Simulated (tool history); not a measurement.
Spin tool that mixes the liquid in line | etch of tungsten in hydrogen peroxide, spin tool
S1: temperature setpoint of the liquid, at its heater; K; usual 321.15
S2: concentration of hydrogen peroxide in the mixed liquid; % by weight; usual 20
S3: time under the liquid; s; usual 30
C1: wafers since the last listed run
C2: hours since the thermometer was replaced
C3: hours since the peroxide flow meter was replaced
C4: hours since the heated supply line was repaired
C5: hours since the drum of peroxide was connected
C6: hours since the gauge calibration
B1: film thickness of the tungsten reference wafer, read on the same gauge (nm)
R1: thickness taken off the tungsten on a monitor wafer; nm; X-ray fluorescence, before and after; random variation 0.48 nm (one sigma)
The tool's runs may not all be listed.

run 1 hour=0 | S1=321.15 S2=20 S3=30 | C1=0 C2=2545.3 C3=25 C4=4083.1 C5=1355.5 C6=600.9 | B1=40.01 | R1=52.02
run 2 hour=17.6 | S1=321.15 S2=23.5 S3=30 | C1=346 C2=2562.9 C3=42.6 C4=4100.7 C5=1373.1 C6=618.5 | B1=40.03 | R1=56.33
run 3 hour=26.6 | S1=321.15 S2=20 S3=30 | C1=177 C2=2571.9 C3=51.6 C4=4109.7 C5=1382.1 C6=627.5 | B1=39.99 | R1=51.66
-- hour=36.2 thermometer replaced
run 4 hour=38 | S1=321.15 S2=20 S3=30 | C1=204 C2=1.8 C3=63 C4=4121.1 C5=1393.5 C6=638.9 | B1=39.99 | R1=50.87
run 5 hour=55.1 | S1=313.15 S2=17.5 S3=45 | C1=336 C2=18.9 C3=80.1 C4=4138.2 C5=1410.6 C6=656 | B1=40 | R1=44.19
-- hour=61.6 new drum of peroxide connected
run 6 hour=72.8 | S1=327.65 S2=20 S3=35 | C1=328 C2=36.6 C3=97.8 C4=4155.9 C5=11.2 C6=673.7 | B1=39.98 | R1=88.63
-- hour=75.1 heated supply line repaired
run 7 hour=80 | S1=326.65 S2=15 S3=15 | C1=121 C2=43.8 C3=105 C4=4.9 C5=18.4 C6=680.9 | B1=39.97 | R1=31.15
run 8 hour=92.6 | S1=327.15 S2=20 S3=30 | C1=247 C2=56.4 C3=117.6 C4=17.5 C5=31 C6=693.5 | B1=39.97 | R1=75.27
run 9 hour=100.8 | S1=321.15 S2=23 S3=30 | C1=161 C2=64.6 C3=125.8 C4=25.7 C5=39.2 C6=701.7 | B1=40.02 | R1=55.17
run 10 hour=115.5 | S1=321.15 S2=24.5 S3=30 | C1=289 C2=79.3 C3=140.5 C4=40.4 C5=53.9 C6=716.4 | B1=40.01 | R1=58.54
-- hour=133 gauge calibrated
run 11 hour=147.4 | S1=313.65 S2=24.5 S3=30 | C1=627 C2=111.2 C3=172.4 C4=72.3 C5=85.8 C6=14.4 | B1=40.02 | R1=35.32
run 12 hour=160.2 | S1=312.65 S2=20 S3=35 | C1=251 C2=124 C3=185.2 C4=85.1 C5=98.6 C6=27.2 | B1=40.01 | R1=34.83
run 13 hour=177.3 | S1=311.15 S2=16.5 S3=40 | C1=336 C2=141.1 C3=202.3 C4=102.2 C5=115.7 C6=44.3 | B1=39.99 | R1=32.82
run 14 hour=193.4 | S1=321.15 S2=20 S3=30 | C1=316 C2=157.2 C3=218.4 C4=118.3 C5=131.8 C6=60.4 | B1=39.98 | R1=51.57
run 15 hour=200.4 | S1=321.15 S2=20 S3=30 | C1=137 C2=164.2 C3=225.4 C4=125.3 C5=138.8 C6=67.4 | B1=39.99 | R1=51.53
run 16 hour=217.4 | S1=321.15 S2=20 S3=30 | C1=334 C2=181.2 C3=242.4 C4=142.3 C5=155.8 C6=84.4 | B1=39.97 | R1=52.27
run 17 hour=230 | S1=316.15 S2=18 S3=25 | C1=247 C2=193.8 C3=255 C4=154.9 C5=168.4 C6=97 | B1=39.97 | R1=29.41
run 18 hour=240.1 | S1=321.15 S2=24 S3=45 | C1=198 C2=203.9 C3=265.1 C4=165 C5=178.5 C6=107.1 | B1=39.98 | R1=84.66
run 19 hour=257.6 | S1=325.65 S2=25.5 S3=15 | C1=344 C2=221.4 C3=282.6 C4=182.5 C5=196 C6=124.6 | B1=39.96 | R1=38.06

Run 20 comes next. What will it give?
run 20 hour=268.6 | S1=314.15 S2=23.5 S3=30 | C1=216 C2=232.4 C3=293.6 C4=193.5 C5=207 C6=135.6 | B1=? | R1=?

{"run 20": {"B1": 40, "R1": 36.18}}
Without the tool's hidden state the same run would have given R1 36.18 nm.
